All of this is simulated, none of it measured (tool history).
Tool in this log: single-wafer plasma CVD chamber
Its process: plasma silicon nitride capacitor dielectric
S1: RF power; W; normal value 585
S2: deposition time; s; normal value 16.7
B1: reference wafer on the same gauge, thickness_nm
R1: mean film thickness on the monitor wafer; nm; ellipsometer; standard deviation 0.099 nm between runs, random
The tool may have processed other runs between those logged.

Run 1, hour 0: usual settings but S1 560 W; B1 25.649. Result: R1 24.206 nm.
Run 2, hour 61.9: usual settings; B1 25.607. Result: R1 24.796 nm.
Run 3, hour 223.9: usual settings; B1 25.63. Result: R1 24.634 nm.
Run 4, hour 284.6: usual settings but S2 14.4 s; B1 25.602. Result: R1 21.336 nm.
Run 5, hour 350: usual settings; B1 25.635. Result: R1 24.762 nm.
Run 6, hour 653.1: usual settings; B1 25.578. Result: R1 24.609 nm.
Run 7, hour 696.8: usual settings; B1 25.563. Result: R1 24.511 nm.
Run 8, hour 752.4: usual settings but S2 17.4 s; B1 25.541. Result: R1 25.594 nm.
Run 9, hour 853.2: usual settings but S2 17.4 s; B1 25.602. Result: R1 25.7 nm.
Run 10, hour 913.5: usual settings but S2 15.8 s; B1 25.595. Result: R1 23.33 nm.
Run 11, hour 979.1: usual settings but S2 15.8 s; B1 25.632. Result: R1 23.181 nm.
Run 12, hour 1049.3: usual settings but S2 15.8 s; B1 25.576. Result: R1 23.222 nm.
Run 13, hour 1109.6: usual settings; B1 25.594. Result: R1 24.576 nm.
Run 14, hour 1207: usual settings; B1 25.61. Result: R1 24.358 nm.
At hour 1215.1: gauge calibrated.
Run 15, hour 1259.7: usual settings; B1 25.63. Result: R1 24.454 nm.
Run 16, hour 1315.1: usual settings but S2 16 s; B1 25.583. Result: R1 23.383 nm.
Run 17, hour 1396.1: usual settings but S2 16 s; B1 25.577. Result: R1 23.22 nm.
Run 18, hour 1470.8: usual settings; B1 25.61. Result: R1 24.297 nm.
Run 19, hour 1517.3: usual settings; B1 25.567. Result: R1 24.215 nm.
Run 20, hour 1601.5: usual settings; B1 25.617. Result: R1 24.297 nm.
Run 21, hour 1681.2: usual settings; B1 25.6. Result: R1 24.093 nm.
Run 22, hour 1735.5: usual settings but S1 515 W, S2 19 s; B1 25.609. Result: R1 26.249 nm.
Run 23, hour 1834.6: usual settings; B1 25.638. Result: R1 24.272 nm.
Run 24, hour 1899.5: usual settings; B1 25.628. Result: R1 24.053 nm.
Run 25, hour 1975.7: usual settings but S1 655 W, S2 18.5 s; B1 25.581. Result: R1 27.935 nm.
Run 26, hour 2050.6: usual settings but S1 520 W, S2 17.5 s; B1 25.607. Result: R1 24.229 nm.
Run 27, hour 2133.7: usual settings; B1 25.618. Result: R1 24.009 nm.
Run 28, hour 2182.9: usual settings but S2 20 s; B1 25.607. Result: R1 28.77 nm.
At hour 2247.7: RF generator calibrated.
Run 29, hour 2278.1: usual settings but S1 625 W, S2 18.9 s; B1 25.647. Result: R1 28.728 nm.
Run 30, hour 2343.3: usual settings but S2 14.2 s; B1 25.564. Result: R1 21.03 nm.
Run 31, hour 2411.6: usual settings but S1 620 W, S2 13.4 s; B1 25.613. Result: R1 20.177 nm.
Run 32, hour 2453.3: usual settings but S1 690 W, S2 19 s; B1 25.581. Result: R1 30.021 nm.
Run 33, hour 2548.8: usual settings but S1 500 W, S2 17.8 s; B1 25.574. Result: R1 24.606 nm.
At hour 2624.9: showerhead replaced.
Run 34, hour 2857.9: usual settings but S1 530 W, S2 15.5 s; B1 25.545. Result: R1 22.022 nm.
Run 35, hour 2940.5: usual settings; B1 25.621. Result: R1 24.685 nm.
Run 36, hour 3025.4: usual settings but S1 525 W, S2 18.6 s; B1 25.605. Result: R1 26.235 nm.
Run 37, hour 3075.8: usual settings but S1 675 W, S2 19.9 s; B1 25.6. Result: R1 30.824 nm.
Run 38, hour 3124.9: usual settings; B1 25.605. Result: R1 24.675 nm.
Run 39, hour 3169.4: usual settings but S1 675 W, S2 19 s; B1 25.615. Result: R1 29.852 nm.
Run 40, hour 3244.8: usual settings but S1 560 W; B1 25.575. Result: R1 24.244 nm.
Run 41, hour 3290.1: usual settings; B1 25.568. Result: R1 24.489 nm.

The same runs without the tool's hidden state, with the same run-to-run variation:
Unlogged tool condition in this case: delivered RF power above the setpoint (%); gauge reads high (%).
run      R1
  1   24.28
  2  24.876
  3  24.728
  4  21.424
  5  24.873
  6  24.772
  7  24.683
  8  25.788
  9  25.921
 10  23.546
 11  23.413
 12  23.475
 13  24.864
 14  24.676
 15  24.792
 16  23.727
 17  23.592
 18  24.718
 19  24.654
 20  24.776
 21  24.605
 22  26.837
 23  24.866
 24  24.677
 25   28.71
 26  24.944
 27  24.769
 28  29.717
 29    28.8
 30  21.083
 31  20.229
 32  30.102
 33  24.678
 34  22.116
 35  24.804
 36  26.378
 37  31.003
 38  24.829
 39   30.05
 40  24.423
 41   24.68
